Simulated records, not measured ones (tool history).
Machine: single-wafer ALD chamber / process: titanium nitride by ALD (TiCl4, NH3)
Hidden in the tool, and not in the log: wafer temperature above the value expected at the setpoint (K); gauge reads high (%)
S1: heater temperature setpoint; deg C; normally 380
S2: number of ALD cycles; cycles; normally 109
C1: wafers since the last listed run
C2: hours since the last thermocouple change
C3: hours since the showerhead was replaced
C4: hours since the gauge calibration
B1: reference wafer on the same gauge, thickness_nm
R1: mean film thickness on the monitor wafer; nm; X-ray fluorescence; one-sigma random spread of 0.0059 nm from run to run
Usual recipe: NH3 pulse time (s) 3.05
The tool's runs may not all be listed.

run 1 day=0 | S1=380 S2=109 NH3_pulse_time_(s)=3.05 | C1=0 C2=1663 C3=4708.3 C4=853.3 | B1=2.68 | R1=2.374
run 2 day=4.096 | S1=380 S2=109 NH3_pulse_time_(s)=3.05 | C1=280 C2=1761.3 C3=4806.6 C4=951.6 | B1=2.679 | R1=2.369
run 3 day=6.938 | S1=380 S2=109 NH3_pulse_time_(s)=3.05 | C1=194 C2=1829.5 C3=4874.8 C4=1019.8 | B1=2.68 | R1=2.367
run 4 day=9.433 | S1=380 S2=109 NH3_pulse_time_(s)=3.05 | C1=170 C2=1889.4 C3=4934.7 C4=1079.7 | B1=2.678 | R1=2.366
run 5 day=13.538 | S1=380 S2=109 NH3_pulse_time_(s)=3.05 | C1=280 C2=1987.9 C3=5033.2 C4=1178.2 | B1=2.68 | R1=2.367
run 6 day=16.388 | S1=380 S2=109 NH3_pulse_time_(s)=3.05 | C1=194 C2=2056.3 C3=5101.6 C4=1246.6 | B1=2.68 | R1=2.374
run 7 day=19.104 | S1=380 S2=109 NH3_pulse_time_(s)=3.05 | C1=185 C2=2121.5 C3=5166.8 C4=1311.8 | B1=2.68 | R1=2.362
run 8 day=21.588 | S1=390 S2=103 NH3_pulse_time_(s)=3.05 | C1=169 C2=2181.1 C3=5226.4 C4=1371.4 | B1=2.68 | R1=2.264
run 9 day=23.188 | S1=390 S2=103 NH3_pulse_time_(s)=3.05 | C1=109 C2=2219.5 C3=5264.8 C4=1409.8 | B1=2.681 | R1=2.248
run 10 day=26.388 | S1=390 S2=103 NH3_pulse_time_(s)=3.05 | C1=218 C2=2296.3 C3=5341.6 C4=1486.6 | B1=2.681 | R1=2.254
run 11 day=29.35 | S1=386 S2=109 NH3_pulse_time_(s)=3.05 | C1=202 C2=2367.4 C3=5412.7 C4=1557.7 | B1=2.681 | R1=2.378
-- day=32.442 showerhead replaced
run 12 day=32.983 | S1=380 S2=109 NH3_pulse_time_(s)=3.89 | C1=225 C2=2454.6 C3=13 C4=1644.9 | B1=2.68 | R1=2.4
-- day=35.308 thermocouple changed; heater temperature recalibrated
run 13 day=36.396 | S1=380 S2=109 NH3_pulse_time_(s)=3.05 | C1=210 C2=26.1 C3=94.9 C4=1726.8 | B1=2.679 | R1=2.362
run 14 day=38.388 | S1=370 S2=109 NH3_pulse_time_(s)=3.73 | C1=136 C2=73.9 C3=142.7 C4=1774.6 | B1=2.682 | R1=2.359
run 15 day=41.075 | S1=365 S2=109 NH3_pulse_time_(s)=3.05 | C1=183 C2=138.4 C3=207.2 C4=1839.1 | B1=2.679 | R1=2.314
-- day=43.521 gauge calibrated
run 16 day=49.088 | S1=387 S2=127 NH3_pulse_time_(s)=4.27 | C1=548 C2=330.7 C3=399.5 C4=133.6 | B1=2.681 | R1=2.808
run 17 day=52.454 | S1=380 S2=109 NH3_pulse_time_(s)=2.3 | C1=230 C2=411.5 C3=480.3 C4=214.4 | B1=2.68 | R1=2.341
run 18 day=54.662 | S1=380 S2=109 NH3_pulse_time_(s)=2.5 | C1=151 C2=464.5 C3=533.3 C4=267.4 | B1=2.681 | R1=2.349
run 19 day=58.933 | S1=375 S2=99 NH3_pulse_time_(s)=3.05 | C1=292 C2=567 C3=635.8 C4=369.9 | B1=2.68 | R1=2.136
run 20 day=62.212 | S1=380 S2=109 NH3_pulse_time_(s)=3.05 | C1=224 C2=645.7 C3=714.5 C4=448.6 | B1=2.68 | R1=2.371
run 21 day=73.004 | S1=387 S2=125 NH3_pulse_time_(s)=2.57 | C1=738 C2=904.7 C3=973.5 C4=707.6 | B1=2.68 | R1=2.709
run 22 day=80.717 | S1=380 S2=109 NH3_pulse_time_(s)=3.05 | C1=527 C2=1089.8 C3=1158.6 C4=892.7 | B1=2.68 | R1=2.375
run 23 day=82.55 | S1=380 S2=94 NH3_pulse_time_(s)=2.32 | C1=125 C2=1133.8 C3=1202.6 C4=936.7 | B1=2.68 | R1=2.024
run 24 day=86.704 | S1=369 S2=99 NH3_pulse_time_(s)=3.89 | C1=284 C2=1233.5 C3=1302.3 C4=1036.4 | B1=2.68 | R1=2.153

4 options for the next run, each taken on its own from the tool as it stands now. Forecast them:
run A day=86.733 | S1=380 S2=95 NH3_pulse_time_(s)=3.05 | C1=1 C2=1234.2 C3=1303 C4=1037.1 | B1=? | R1=?
run B day=86.733 | S1=380 S2=95 NH3_pulse_time_(s)=2.65 | C1=1 C2=1234.2 C3=1303 C4=1037.1 | B1=? | R1=?
run C day=86.733 | S1=388 S2=124 NH3_pulse_time_(s)=3.94 | C1=1 C2=1234.2 C3=1303 C4=1037.1 | B1=? | R1=?
run D day=86.733 | S1=380 S2=109 NH3_pulse_time_(s)=1.88 | C1=1 C2=1234.2 C3=1303 C4=1037.1 | B1=? | R1=?

run=A B1=2.68 R1=2.062
run=B B1=2.68 R1=2.049
run=C B1=2.68 R1=2.729
run=D B1=2.68 R1=2.313
Without the tool's hidden state the same runs would have given:
run=A R1=2.062
run=B R1=2.049
run=C R1=2.729
run=D R1=2.313
